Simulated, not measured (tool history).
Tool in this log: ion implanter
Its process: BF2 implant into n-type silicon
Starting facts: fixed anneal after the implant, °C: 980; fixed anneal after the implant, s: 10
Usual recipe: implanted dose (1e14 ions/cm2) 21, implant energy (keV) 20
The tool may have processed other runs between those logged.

run	day	implanted dose (1e14 ions/cm2)	implant energy (keV)	wafers since the last listed run	hours since the last dose calibration	hours since the extraction supply was calibrated	hours since the gauge calibration	read-back reference wafer on the same gauge, sheet resistance	sheet resistance of the implanted and annealed layer (ohm/square)
1	0	21	20	0	1211.3	5574.4	1519.8	219.21	216.22
2	3.35	25.04	16	856	1291.7	5654.8	1600.2	219.04	240.01
3	6.483	25.04	16	801	1366.9	5730	1675.4	219.02	239.53
4	10.746	21	20	1090	1469.2	5832.3	1777.7	218.84	215.54
5	14.775	21	20	1030	1565.9	5929	1874.4	219.01	215.97
6	17.021	21	20	574	1619.8	5982.9	1928.3	218.84	215.94
7	22.554	24.79	20	1415	1752.6	6115.7	2061.1	219.17	211.59
8	26.35	24.79	20	970	1843.7	6206.8	2152.2	218.93	211.97
# day 29.071: extraction supply calibrated
9	30.35	24.66	20	937	1939.7	30.7	2248.2	219.09	216.05
10	34.208	21	20	986	2032.3	123.3	2340.8	218.91	219.7
11	35.954	21	20	446	2074.2	165.2	2382.7	218.95	220.64
12	38.642	21	20	687	2138.7	229.7	2447.2	219.13	219.56
13	42.996	21	20	1113	2243.2	334.2	2551.7	219.08	219.35
14	45.804	16.95	17.5	718	2310.6	401.6	2619.1	219	242.07
# day 47.629: Faraday cup replaced and dose calibrated
15	48.55	18.07	25.5	617	22.1	467.5	2685	219.13	194.16
16	52.354	22.63	17.5	973	113.4	558.8	2776.3	219.12	233.5
17	54.567	21	20	565	166.5	611.9	2829.4	218.93	218.73
18	57.275	21	23.5	692	231.5	676.9	2894.4	219.02	198.67
19	60.292	21	16	771	303.9	749.3	2966.8	219.18	246.53
20	64.279	22.61	23	1019	399.6	845	3062.5	219.03	201.04
21	67.792	21	20	898	483.9	929.3	3146.8	218.88	218.63
22	69.425	16.36	22.5	417	523.1	968.5	3186	218.97	210.03
23	73.117	21	20	944	611.7	1057.1	3274.6	219.09	217.48
# day 74.929: gauge calibrated
24	76.754	24.13	23	930	699	1144.4	43.8	218.96	197.79
25	81.229	21	20	1144	806.4	1251.8	151.2	219.13	217.2
26	83.792	18.39	25	655	867.9	1313.3	212.7	218.83	194.76
27	86.979	21	20	815	944.4	1389.8	289.2	219.06	216.72
28	89.508	21	26.5	646	1005.1	1450.5	349.9	219.03	183.86
29	93.817	16.95	17.5	1102	1108.5	1553.9	453.3	219.12	239.98
30	96.958	25.32	14.5	803	1183.9	1629.3	528.7	218.87	252.18
31	98.858	21	20	486	1229.5	1674.9	574.3	218.91	216.61
32	102.829	21	20	1015	1324.8	1770.2	669.6	219.01	217.94
33	106.825	14.96	26	1022	1420.7	1866.1	765.5	219.03	193.78
34	109.142	14.85	25	592	1476.3	1921.7	821.1	218.96	199.43
35	112.583	16.55	16.5	880	1558.9	2004.3	903.7	219.12	248.7
36	114.096	15.7	15.5	386	1595.2	2040.6	940	219.1	258.37

The logged runs with the hidden state left out (each run's random variation unchanged):
Unlogged tool condition in this case: deviation of the true dose from the Faraday cup's reading, %; deviation of the true energy from its setpoint, %; gauge reads high (%).
run	sheet resistance of the implanted and annealed layer (ohm/square)
1	220.54
2	244.57
3	244.1
4	219.88
5	220.33
6	220.3
7	215.86
8	216.25
9	216.12
10	220
11	221.05
12	220.13
13	220.16
14	243.1
15	195.17
16	234.83
17	220.11
18	200.07
19	248.29
20	202.74
21	220.58
22	212.02
23	219.62
24	199.9
25	219.61
26	197.1
27	219.32
28	186.24
29	243
30	255.3
31	219.55
32	220.99
33	196.7
34	202.48
35	252.31
36	262.09
